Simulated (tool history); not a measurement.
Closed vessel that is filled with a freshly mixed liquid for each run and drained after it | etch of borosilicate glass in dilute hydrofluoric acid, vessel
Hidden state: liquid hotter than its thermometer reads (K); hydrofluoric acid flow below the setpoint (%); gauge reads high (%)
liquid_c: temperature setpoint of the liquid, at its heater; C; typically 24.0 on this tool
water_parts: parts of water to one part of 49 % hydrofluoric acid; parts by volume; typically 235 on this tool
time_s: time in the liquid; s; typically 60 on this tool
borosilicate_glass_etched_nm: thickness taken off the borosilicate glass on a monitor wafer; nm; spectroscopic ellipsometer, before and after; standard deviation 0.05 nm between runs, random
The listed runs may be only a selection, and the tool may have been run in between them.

| run | hour | liquid_c | water_parts | time_s | wafers since the last listed run | hours since the thermometer was replaced | hours since the hydrofluoric acid flow meter was replaced | hours since the gauge calibration | read-back film thickness of the borosilicate glass reference wafer, read on the same gauge (nm) | borosilicate_glass_etched_nm |
|---|---|---|---|---|---|---|---|---|---|---|
| 1 | 0.0 | 23.0 | 235 | 70 | 0 | 433.3 | 187.6 | 40.7 | 129.99 | 6.77 |
| 2 | 12.9 | 22.0 | 235 | 60 | 1574 | 446.2 | 200.5 | 53.6 | 129.99 | 5.65 |
| 3 | 24.3 | 22.0 | 235 | 60 | 1391 | 457.6 | 211.9 | 65.0 | 129.99 | 5.60 |
| 4 | 58.5 | 24.0 | 235 | 60 | 4173 | 491.8 | 246.1 | 99.2 | 129.98 | 6.04 |
| 5 | 74.3 | 24.0 | 235 | 60 | 1928 | 507.6 | 261.9 | 115.0 | 129.95 | 6.09 |
| 6 | 88.1 | 20.5 | 235 | 60 | 1684 | 521.4 | 275.7 | 128.8 | 130.07 | 5.40 |
| 7 | 94.6 | 25.0 | 235 | 60 | 793 | 527.9 | 282.2 | 135.3 | 130.03 | 6.29 |
| 8 | 105.6 | 21.5 | 235 | 60 | 1342 | 538.9 | 293.2 | 146.3 | 130.01 | 5.55 |
| 9 | 122.3 | 24.0 | 235 | 60 | 2038 | 555.6 | 309.9 | 163.0 | 130.00 | 6.09 |
| 10 | 137.3 | 24.0 | 235 | 60 | 1830 | 570.6 | 324.9 | 178.0 | 129.97 | 6.09 |
| 11 | 149.6 | 24.0 | 235 | 60 | 1501 | 582.9 | 337.2 | 190.3 | 130.02 | 6.08 |
| 12 | 163.8 | 24.0 | 235 | 60 | 1733 | 597.1 | 351.4 | 204.5 | 129.97 | 6.04 |
| 13 | 172.6 | 24.0 | 235 | 60 | 1073 | 605.9 | 360.2 | 213.3 | 130.02 | 6.04 |
| 14 | 180.2 | 24.0 | 235 | 60 | 927 | 613.5 | 367.8 | 220.9 | 129.95 | 6.02 |
| 15 | 190.3 | 27.0 | 235 | 60 | 1232 | 623.6 | 377.9 | 231.0 | 129.95 | 6.69 |
| 16 | 197.1 | 24.0 | 290 | 60 | 829 | 630.4 | 384.7 | 237.8 | 130.03 | 4.65 |
| 17 | 208.0 | 21.0 | 285 | 45 | 1330 | 641.3 | 395.6 | 248.7 | 129.96 | 3.17 |
|  | 209.9 | hydrofluoric acid flow meter replaced |
| 18 | 222.4 | 28.5 | 305 | 30 | 1635 | 655.7 | 12.5 | 263.1 | 130.02 | 2.54 |
| 19 | 230.1 | 24.0 | 135 | 60 | 939 | 663.4 | 20.2 | 270.8 | 130.01 | 11.92 |
| 20 | 284.0 | 27.0 | 175 | 35 | 6578 | 717.3 | 74.1 | 324.7 | 130.02 | 5.64 |
|  | 286.3 | thermometer replaced |
| 21 | 300.2 | 28.5 | 305 | 30 | 1855 | 13.9 | 90.3 | 340.9 | 129.95 | 2.54 |
| 22 | 317.4 | 24.0 | 270 | 60 | 2099 | 31.1 | 107.5 | 358.1 | 129.97 | 5.12 |
|  | 321.0 | gauge calibrated |
| 23 | 330.0 | 24.0 | 235 | 60 | 1537 | 43.7 | 120.1 | 9.0 | 130.03 | 6.14 |
| 24 | 338.9 | 22.0 | 150 | 85 | 1086 | 52.6 | 129.0 | 17.9 | 129.97 | 13.78 |
| 25 | 353.6 | 24.0 | 235 | 60 | 1794 | 67.3 | 143.7 | 32.6 | 129.99 | 6.08 |
| 26 | 366.5 | 24.0 | 325 | 60 | 1574 | 80.2 | 156.6 | 45.5 | 130.00 | 4.02 |
| 27 | 376.7 | 20.0 | 185 | 60 | 1244 | 90.4 | 166.8 | 55.7 | 130.00 | 6.94 |
| 28 | 382.8 | 24.0 | 140 | 60 | 744 | 96.5 | 172.9 | 61.8 | 130.03 | 11.42 |
| 29 | 388.9 | 20.0 | 180 | 75 | 744 | 102.6 | 179.0 | 67.9 | 129.97 | 8.99 |
| 30 | 400.6 | 20.0 | 235 | 85 | 1427 | 114.3 | 190.7 | 79.6 | 129.98 | 7.32 |
| 31 | 409.1 | 24.0 | 290 | 35 | 1037 | 122.8 | 199.2 | 88.1 | 130.03 | 2.72 |
| 32 | 416.9 | 26.5 | 235 | 90 | 951 | 130.6 | 207.0 | 95.9 | 129.99 | 10.00 |
| 33 | 424.9 | 24.0 | 330 | 60 | 976 | 138.6 | 215.0 | 103.9 | 129.93 | 3.97 |
| 34 | 433.4 | 28.0 | 290 | 70 | 1037 | 147.1 | 223.5 | 112.4 | 130.04 | 6.24 |

3 ways to go on from here, each from the tool as it stands after run 34. What would each give?
| A | 434.1 | 24.0 | 235 | 35 | 85 | 147.8 | 224.2 | 113.1 | ? | ? |
| B | 434.1 | 26.5 | 155 | 80 | 85 | 147.8 | 224.2 | 113.1 | ? | ? |
| C | 434.1 | 24.0 | 235 | 85 | 85 | 147.8 | 224.2 | 113.1 | ? | ? |

| run | read-back film thickness of the borosilicate glass reference wafer, read on the same gauge (nm) | borosilicate_glass_etched_nm |
|---|---|---|
| A | 130.00 | 3.54 |
| B | 130.00 | 14.68 |
| C | 130.00 | 8.59 |
The same runs, with their run-to-run variation unchanged, on a tool lacking any hidden condition would have given:
| run | borosilicate_glass_etched_nm |
|---|---|
| A | 3.54 |
| B | 14.68 |
| C | 8.59 |
